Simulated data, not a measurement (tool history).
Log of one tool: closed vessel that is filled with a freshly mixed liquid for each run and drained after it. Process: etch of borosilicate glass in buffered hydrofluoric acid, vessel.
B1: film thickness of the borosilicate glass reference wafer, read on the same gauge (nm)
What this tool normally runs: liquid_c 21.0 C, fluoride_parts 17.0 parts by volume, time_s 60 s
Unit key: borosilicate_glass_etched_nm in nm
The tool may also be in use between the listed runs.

Run 1, hour 0.0: usual settings but liquid_c 23.5 C; B1 80.01. Result: borosilicate_glass_etched_nm 41.71 nm.
At hour 26.9: hydrofluoric acid flow meter replaced.
Run 2, hour 30.8: usual settings but liquid_c 23.5 C; B1 80.01. Result: borosilicate_glass_etched_nm 44.73 nm.
Run 3, hour 57.4: usual settings but liquid_c 23.5 C; B1 80.03. Result: borosilicate_glass_etched_nm 44.71 nm.
Run 4, hour 118.5: usual settings but time_s 35 s; B1 79.97. Result: borosilicate_glass_etched_nm 22.77 nm.
Run 5, hour 153.7: usual settings but fluoride_parts 15.0 parts by volume, time_s 35 s; B1 79.97. Result: borosilicate_glass_etched_nm 25.71 nm.
Run 6, hour 192.3: usual settings but fluoride_parts 15.0 parts by volume, time_s 35 s; B1 79.97. Result: borosilicate_glass_etched_nm 25.60 nm.
Run 7, hour 256.6: usual settings but fluoride_parts 15.0 parts by volume, time_s 35 s; B1 80.01. Result: borosilicate_glass_etched_nm 25.15 nm.
Run 8, hour 305.8: usual settings but fluoride_parts 21.0 parts by volume; B1 80.05. Result: borosilicate_glass_etched_nm 31.20 nm.
Run 9, hour 374.9: usual settings but fluoride_parts 21.0 parts by volume; B1 79.98. Result: borosilicate_glass_etched_nm 31.26 nm.
Run 10, hour 411.9: usual settings; B1 80.03. Result: borosilicate_glass_etched_nm 37.11 nm.
Run 11, hour 450.9: usual settings; B1 79.99. Result: borosilicate_glass_etched_nm 36.73 nm.
Run 12, hour 495.9: usual settings; B1 80.00. Result: borosilicate_glass_etched_nm 36.20 nm.
At hour 521.1: gauge calibrated.
Run 13, hour 567.7: usual settings but time_s 45 s; B1 79.95. Result: borosilicate_glass_etched_nm 26.83 nm.
At hour 568.9: hydrofluoric acid flow meter replaced.
Run 14, hour 594.0: usual settings; B1 80.00. Result: borosilicate_glass_etched_nm 39.31 nm.
Run 15, hour 639.1: usual settings but liquid_c 18.5 C, fluoride_parts 22.0 parts by volume, time_s 50 s; B1 80.01. Result: borosilicate_glass_etched_nm 22.32 nm.
At hour 673.0: thermometer replaced.
Run 16, hour 695.4: usual settings but liquid_c 22.5 C, fluoride_parts 14.5 parts by volume, time_s 35 s; B1 80.02. Result: borosilicate_glass_etched_nm 28.65 nm.
Run 17, hour 746.5: usual settings; B1 79.99. Result: borosilicate_glass_etched_nm 38.42 nm.
Run 18, hour 776.0: usual settings but liquid_c 23.5 C, fluoride_parts 13.5 parts by volume; B1 80.02. Result: borosilicate_glass_etched_nm 54.56 nm.
Run 19, hour 810.3: usual settings but liquid_c 17.0 C; B1 79.97. Result: borosilicate_glass_etched_nm 30.48 nm.
Run 20, hour 855.6: usual settings but liquid_c 24.0 C; B1 80.02. Result: borosilicate_glass_etched_nm 44.08 nm.
Run 21, hour 888.8: usual settings; B1 79.99. Result: borosilicate_glass_etched_nm 37.28 nm.
Run 22, hour 953.2: usual settings; B1 79.96. Result: borosilicate_glass_etched_nm 37.24 nm.
Run 23, hour 996.5: usual settings but time_s 85 s; B1 80.00. Result: borosilicate_glass_etched_nm 51.76 nm.
At hour 1038.8: hydrofluoric acid flow meter replaced.
Run 24, hour 1056.9: usual settings but fluoride_parts 14.0 parts by volume, time_s 85 s; B1 80.00. Result: borosilicate_glass_etched_nm 66.89 nm.
Run 25, hour 1083.4: usual settings but liquid_c 18.5 C, fluoride_parts 20.0 parts by volume, time_s 80 s; B1 79.96. Result: borosilicate_glass_etched_nm 39.22 nm.

The logged runs with the hidden state left out (each run's random variation unchanged):
The hidden state here: liquid colder than its thermometer reads (K); hydrofluoric acid flow below the setpoint (%); gauge reads high (%).
run  borosilicate_glass_etched_nm
  1                         45.25
  2                         44.96
  3                         45.14
  4                         23.22
  5                         26.38
  6                         26.45
  7                         26.27
  8                         32.36
  9                         32.70
 10                         39.84
 11                         39.71
 12                         39.46
 13                         29.63
 14                         39.49
 15                         22.51
 16                         29.28
 17                         39.61
 18                         56.53
 19                         31.77
 20                         46.30
 21                         39.39
 22                         39.80
 23                         55.75
 24                         67.34
 25                         39.52
